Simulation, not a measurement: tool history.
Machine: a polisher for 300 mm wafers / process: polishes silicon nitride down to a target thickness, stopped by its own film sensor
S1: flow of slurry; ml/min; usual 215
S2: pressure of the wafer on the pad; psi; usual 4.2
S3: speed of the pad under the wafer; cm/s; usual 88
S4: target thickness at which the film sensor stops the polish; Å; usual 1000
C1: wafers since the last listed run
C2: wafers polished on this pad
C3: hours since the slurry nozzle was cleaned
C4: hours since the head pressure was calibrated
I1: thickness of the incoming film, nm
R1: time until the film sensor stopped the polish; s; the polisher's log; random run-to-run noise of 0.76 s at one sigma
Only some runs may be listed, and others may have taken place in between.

{"run": 1, "day": 0.0, "S1": 215, "S2": 4.2, "S3": 104, "S4": 1000, "C1": 0, "C2": 326, "C3": 413.4, "C4": 606.9, "I1": 216.6, "R1": 53.8}
{"run": 2, "day": 1.112, "S1": 215, "S2": 4.2, "S3": 88, "S4": 1330, "C1": 314, "C2": 641, "C3": 440.1, "C4": 633.6, "I1": 218.7, "R1": 45.9}
{"run": 3, "day": 2.529, "S1": 215, "S2": 4.2, "S3": 88, "S4": 1000, "C1": 401, "C2": 1043, "C3": 474.1, "C4": 667.6, "I1": 220.6, "R1": 63.7}
{"run": 4, "day": 3.904, "S1": 190, "S2": 4.2, "S3": 88, "S4": 1000, "C1": 389, "C2": 1432, "C3": 507.1, "C4": 700.6, "I1": 222.9, "R1": 67.9}
{"run": 5, "day": 5.796, "S1": 215, "S2": 4.2, "S3": 88, "S4": 1000, "C1": 535, "C2": 1968, "C3": 552.5, "C4": 746.0, "I1": 218.1, "R1": 64.5}
{"run": 6, "day": 6.971, "S1": 215, "S2": 4.2, "S3": 88, "S4": 1000, "C1": 332, "C2": 2300, "C3": 580.7, "C4": 774.2, "I1": 222.6, "R1": 68.4}
{"run": 7, "day": 8.088, "S1": 215, "S2": 4.2, "S3": 88, "S4": 1000, "C1": 316, "C2": 2616, "C3": 607.5, "C4": 801.0, "I1": 220.3, "R1": 65.9}
{"run": 8, "day": 9.346, "S1": 180, "S2": 3.4, "S3": 88, "S4": 1000, "C1": 356, "C2": 2973, "C3": 637.7, "C4": 831.2, "I1": 217.7, "R1": 78.0}
{"run": 9, "day": 10.45, "S1": 215, "S2": 4.2, "S3": 88, "S4": 1000, "C1": 312, "C2": 3285, "C3": 664.2, "C4": 857.7, "I1": 218.1, "R1": 67.0}
{"day": 10.971, "done": "worn pad replaced by a new one"}
{"run": 10, "day": 11.879, "S1": 215, "S2": 4.2, "S3": 88, "S4": 1000, "C1": 357, "C2": 257, "C3": 698.5, "C4": 892.0, "I1": 216.3, "R1": 60.9}
{"run": 11, "day": 13.129, "S1": 215, "S2": 4.2, "S3": 88, "S4": 1000, "C1": 353, "C2": 611, "C3": 728.5, "C4": 922.0, "I1": 222.6, "R1": 66.7}
{"run": 12, "day": 14.171, "S1": 165, "S2": 4.2, "S3": 88, "S4": 1000, "C1": 294, "C2": 906, "C3": 753.5, "C4": 947.0, "I1": 220.0, "R1": 65.9}
{"day": 15.292, "done": "slurry nozzle cleaned"}
{"run": 13, "day": 15.371, "S1": 215, "S2": 4.2, "S3": 72, "S4": 610, "C1": 327, "C2": 1234, "C3": 1.9, "C4": 975.8, "I1": 219.6, "R1": 98.5}
{"run": 14, "day": 16.867, "S1": 215, "S2": 4.2, "S3": 106, "S4": 800, "C1": 423, "C2": 1657, "C3": 37.8, "C4": 1011.7, "I1": 222.4, "R1": 69.7}
{"run": 15, "day": 17.575, "S1": 215, "S2": 5.0, "S3": 110, "S4": 1000, "C1": 200, "C2": 1858, "C3": 54.8, "C4": 1028.7, "I1": 220.0, "R1": 49.8}
{"run": 16, "day": 18.279, "S1": 160, "S2": 4.9, "S3": 68, "S4": 1000, "C1": 199, "C2": 2057, "C3": 71.7, "C4": 1045.6, "I1": 220.5, "R1": 72.3}
{"day": 19.592, "done": "head pressure recalibrated"}
{"run": 17, "day": 19.658, "S1": 215, "S2": 4.2, "S3": 88, "S4": 1000, "C1": 366, "C2": 2424, "C3": 104.8, "C4": 1.6, "I1": 223.7, "R1": 70.7}
{"run": 18, "day": 20.596, "S1": 145, "S2": 5.4, "S3": 88, "S4": 1240, "C1": 265, "C2": 2690, "C3": 127.3, "C4": 24.1, "I1": 218.6, "R1": 45.6}
{"day": 21.258, "done": "worn pad replaced by a new one"}
{"run": 19, "day": 23.612, "S1": 215, "S2": 4.2, "S3": 88, "S4": 1000, "C1": 806, "C2": 665, "C3": 199.7, "C4": 96.5, "I1": 218.0, "R1": 61.9}
{"run": 20, "day": 24.338, "S1": 215, "S2": 4.2, "S3": 88, "S4": 1000, "C1": 205, "C2": 871, "C3": 217.1, "C4": 113.9, "I1": 221.7, "R1": 64.8}
{"run": 21, "day": 25.517, "S1": 215, "S2": 4.2, "S3": 88, "S4": 1000, "C1": 333, "C2": 1205, "C3": 245.4, "C4": 142.2, "I1": 216.3, "R1": 61.5}
{"run": 22, "day": 26.183, "S1": 215, "S2": 4.2, "S3": 88, "S4": 590, "C1": 188, "C2": 1393, "C3": 261.4, "C4": 158.2, "I1": 223.2, "R1": 87.7}
{"run": 23, "day": 27.021, "S1": 250, "S2": 3.5, "S3": 104, "S4": 1340, "C1": 237, "C2": 1631, "C3": 281.5, "C4": 178.3, "I1": 220.3, "R1": 46.4}
{"run": 24, "day": 28.825, "S1": 215, "S2": 4.7, "S3": 68, "S4": 1370, "C1": 510, "C2": 2141, "C3": 324.8, "C4": 221.6, "I1": 219.3, "R1": 49.7}
{"run": 25, "day": 29.858, "S1": 215, "S2": 4.2, "S3": 88, "S4": 1000, "C1": 292, "C2": 2434, "C3": 349.6, "C4": 246.4, "I1": 215.6, "R1": 63.7}
{"run": 26, "day": 30.554, "S1": 215, "S2": 4.2, "S3": 88, "S4": 1000, "C1": 197, "C2": 2631, "C3": 366.3, "C4": 263.1, "I1": 221.4, "R1": 69.0}
{"day": 31.108, "done": "worn pad replaced by a new one"}
{"run": 27, "day": 32.775, "S1": 215, "S2": 4.2, "S3": 88, "S4": 1000, "C1": 581, "C2": 471, "C3": 419.6, "C4": 316.4, "I1": 218.0, "R1": 62.1}
{"run": 28, "day": 34.121, "S1": 215, "S2": 4.9, "S3": 88, "S4": 1000, "C1": 381, "C2": 852, "C3": 451.9, "C4": 348.7, "I1": 218.6, "R1": 56.9}
{"run": 29, "day": 35.05, "S1": 250, "S2": 4.2, "S3": 88, "S4": 1000, "C1": 263, "C2": 1115, "C3": 474.2, "C4": 371.0, "I1": 221.8, "R1": 65.4}
{"run": 30, "day": 36.412, "S1": 215, "S2": 4.2, "S3": 72, "S4": 580, "C1": 385, "C2": 1501, "C3": 506.9, "C4": 403.7, "I1": 223.2, "R1": 102.6}
{"run": 31, "day": 37.829, "S1": 290, "S2": 4.2, "S3": 88, "S4": 1410, "C1": 401, "C2": 1902, "C3": 540.9, "C4": 437.7, "I1": 224.8, "R1": 45.3}
{"run": 32, "day": 38.971, "S1": 165, "S2": 4.2, "S3": 74, "S4": 1000, "C1": 323, "C2": 2225, "C3": 568.3, "C4": 465.1, "I1": 223.9, "R1": 78.8}
{"run": 33, "day": 39.788, "S1": 215, "S2": 5.2, "S3": 88, "S4": 890, "C1": 231, "C2": 2457, "C3": 587.9, "C4": 484.7, "I1": 218.7, "R1": 62.3}
{"run": 34, "day": 40.45, "S1": 215, "S2": 4.8, "S3": 88, "S4": 880, "C1": 187, "C2": 2644, "C3": 603.8, "C4": 500.6, "I1": 220.7, "R1": 69.1}
{"run": 35, "day": 41.942, "S1": 215, "S2": 4.2, "S3": 88, "S4": 1000, "C1": 422, "C2": 3067, "C3": 639.6, "C4": 536.4, "I1": 216.1, "R1": 66.3}
{"run": 36, "day": 42.967, "S1": 235, "S2": 3.3, "S3": 108, "S4": 1250, "C1": 290, "C2": 3357, "C3": 664.2, "C4": 561.0, "I1": 220.0, "R1": 54.7}

Give the tool's hidden conditions for every run:
slurry flow missing at the pad, %: 0 in every run
deviation of the head's pressure from its setpoint, %: 0 in every run
H1: removal rate lost through wear of the pad, %
run=1 H1=1.06
run=2 H1=1.97
run=3 H1=3.12
run=4 H1=4.24
run=5 H1=5.79
run=6 H1=6.74
run=7 H1=7.65
run=8 H1=8.68
run=9 H1=9.58
run=10 H1=2.11
run=11 H1=3.13
run=12 H1=3.98
run=13 H1=4.96
run=14 H1=6.18
run=15 H1=6.76
run=16 H1=7.33
run=17 H1=8.46
run=18 H1=9.22
run=19 H1=2.1
run=20 H1=2.69
run=21 H1=3.65
run=22 H1=4.2
run=23 H1=4.88
run=24 H1=6.35
run=25 H1=7.19
run=26 H1=7.76
run=27 H1=2.24
run=28 H1=3.34
run=29 H1=4.09
run=30 H1=5.21
run=31 H1=6.36
run=32 H1=7.29
run=33 H1=7.96
run=34 H1=8.5
run=35 H1=9.71
run=36 H1=10.6

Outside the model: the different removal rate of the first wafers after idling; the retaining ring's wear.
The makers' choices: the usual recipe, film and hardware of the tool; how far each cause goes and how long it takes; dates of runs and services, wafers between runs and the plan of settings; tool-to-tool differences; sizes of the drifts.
